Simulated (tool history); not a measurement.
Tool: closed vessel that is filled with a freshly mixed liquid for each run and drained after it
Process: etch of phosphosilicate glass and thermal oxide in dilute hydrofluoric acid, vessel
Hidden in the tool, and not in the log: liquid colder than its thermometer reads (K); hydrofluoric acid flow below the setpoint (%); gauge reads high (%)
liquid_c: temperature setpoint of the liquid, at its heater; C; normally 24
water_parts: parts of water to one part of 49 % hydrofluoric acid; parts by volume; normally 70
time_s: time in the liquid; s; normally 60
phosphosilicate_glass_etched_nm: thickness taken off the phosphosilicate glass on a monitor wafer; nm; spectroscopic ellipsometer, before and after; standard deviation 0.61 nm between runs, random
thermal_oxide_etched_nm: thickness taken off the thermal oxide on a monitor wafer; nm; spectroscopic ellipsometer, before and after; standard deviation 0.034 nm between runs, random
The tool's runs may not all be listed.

| run | hour | liquid_c | water_parts | time_s | wafers since the last listed run | hours since the thermometer was replaced | hours since the hydrofluoric acid flow meter was replaced | hours since the gauge calibration | read-back film thickness of the phosphosilicate glass reference wafer, read on the same gauge (nm) | read-back film thickness of the thermal oxide reference wafer, read on the same gauge (nm) | phosphosilicate_glass_etched_nm | thermal_oxide_etched_nm |
|---|---|---|---|---|---|---|---|---|---|---|---|---|
| 1 | 0 | 22.5 | 70 | 60 | 0 | 1340.2 | 196.2 | 183.2 | 89.95 | 40.003 | 61.13 | 3.978 |
| 2 | 17 | 22.5 | 70 | 60 | 2263 | 1357.2 | 213.2 | 200.2 | 89.98 | 39.97 | 62.08 | 3.941 |
| 3 | 31.6 | 26.5 | 70 | 60 | 1943 | 1371.8 | 227.8 | 214.8 | 90.02 | 39.972 | 72.83 | 4.657 |
| 4 | 44.4 | 24 | 100 | 60 | 1704 | 1384.6 | 240.6 | 227.6 | 90.02 | 39.987 | 44.56 | 2.811 |
| 5 | 71 | 22.5 | 70 | 45 | 3541 | 1411.2 | 267.2 | 254.2 | 90.06 | 39.967 | 46.2 | 2.914 |
| 6 | 88 | 24 | 70 | 60 | 2263 | 1428.2 | 284.2 | 271.2 | 90.01 | 39.956 | 66.05 | 4.156 |
| 7 | 115.2 | 24 | 70 | 60 | 3621 | 1455.4 | 311.4 | 298.4 | 90.03 | 39.996 | 66.45 | 4.171 |
| 8 | 145.3 | 24 | 95 | 60 | 4007 | 1485.5 | 341.5 | 328.5 | 90 | 40.013 | 47.81 | 2.931 |
| 9 | 173.1 | 27 | 55 | 60 | 3701 | 1513.3 | 369.3 | 356.3 | 90 | 39.989 | 95.94 | 6.078 |
| 10 | 201.7 | 24 | 70 | 60 | 3807 | 1541.9 | 397.9 | 384.9 | 89.98 | 40.009 | 65.27 | 4.228 |
| 11 | 231.5 | 25.5 | 85 | 85 | 3967 | 1571.7 | 427.7 | 414.7 | 90.01 | 39.973 | 79.52 | 5.081 |
| 12 | 257 | 22 | 70 | 60 | 3394 | 1597.2 | 453.2 | 440.2 | 90.04 | 40.004 | 59.87 | 3.842 |
|  | 274 | hydrofluoric acid flow meter replaced |
| 13 | 279.1 | 22.5 | 60 | 35 | 2809 | 1619.3 | 5.1 | 462.3 | 90.01 | 40.011 | 43.11 | 2.712 |
| 14 | 293.7 | 27.5 | 100 | 95 | 1943 | 1633.9 | 19.7 | 476.9 | 89.98 | 39.978 | 80.8 | 5.13 |
|  | 296.8 | thermometer replaced |
| 15 | 309.2 | 28.5 | 80 | 90 | 1930 | 12.4 | 35.2 | 492.4 | 89.98 | 39.999 | 103.14 | 6.464 |
| 16 | 329 | 28 | 40 | 90 | 2635 | 32.2 | 55 | 512.2 | 90 | 40.012 | 211.93 | 13.471 |
| 17 | 343.9 | 24 | 70 | 60 | 1983 | 47.1 | 69.9 | 527.1 | 89.98 | 39.975 | 65.89 | 4.17 |
| 18 | 356.3 | 24 | 70 | 60 | 1650 | 59.5 | 82.3 | 539.5 | 90.02 | 39.991 | 65.24 | 4.204 |
| 19 | 375.2 | 28 | 95 | 85 | 2516 | 78.4 | 101.2 | 558.4 | 89.95 | 40.007 | 77.59 | 4.989 |
| 20 | 387.2 | 26.5 | 70 | 35 | 1597 | 90.4 | 113.2 | 570.4 | 90.06 | 40.014 | 43.11 | 2.692 |
| 21 | 480.6 | 20.5 | 45 | 50 | 12434 | 183.8 | 206.6 | 663.8 | 90.05 | 40.016 | 76.05 | 4.851 |
| 22 | 498.1 | 24 | 100 | 30 | 2329 | 201.3 | 224.1 | 681.3 | 90.02 | 40.027 | 22.31 | 1.407 |
| 23 | 515.4 | 24 | 50 | 60 | 2303 | 218.6 | 241.4 | 698.6 | 90.03 | 40.021 | 93.8 | 6.041 |
| 24 | 527.7 | 29 | 40 | 45 | 1637 | 230.9 | 253.7 | 710.9 | 89.98 | 40.019 | 111.83 | 6.914 |
| 25 | 546.3 | 21.5 | 45 | 60 | 2476 | 249.5 | 272.3 | 729.5 | 89.98 | 40.003 | 94.85 | 6.034 |

Here are 5 independent what-if runs from the current tool condition. What would each one return?
| A | 547 | 24 | 70 | 60 | 93 | 250.2 | 273 | 730.2 | ? | ? | ? | ? |
| B | 547 | 20.5 | 70 | 30 | 93 | 250.2 | 273 | 730.2 | ? | ? | ? | ? |
| C | 547 | 28 | 50 | 80 | 93 | 250.2 | 273 | 730.2 | ? | ? | ? | ? |
| D | 547 | 22.5 | 40 | 30 | 93 | 250.2 | 273 | 730.2 | ? | ? | ? | ? |
| E | 547 | 24 | 95 | 75 | 93 | 250.2 | 273 | 730.2 | ? | ? | ? | ? |

| run | read-back film thickness of the phosphosilicate glass reference wafer, read on the same gauge (nm) | read-back film thickness of the thermal oxide reference wafer, read on the same gauge (nm) | phosphosilicate_glass_etched_nm | thermal_oxide_etched_nm |
|---|---|---|---|---|
| A | 90 | 40.031 | 66.47 | 4.176 |
| B | 90 | 40.031 | 28.78 | 1.808 |
| C | 90 | 40.031 | 149.76 | 9.409 |
| D | 90 | 40.031 | 56.83 | 3.57 |
| E | 90 | 40.031 | 59.32 | 3.727 |
What these runs would have given with no unlogged condition in the tool:
| run | phosphosilicate_glass_etched_nm | thermal_oxide_etched_nm |
|---|---|---|
| A | 66.47 | 4.176 |
| B | 28.78 | 1.808 |
| C | 149.76 | 9.409 |
| D | 56.83 | 3.57 |
| E | 59.32 | 3.727 |
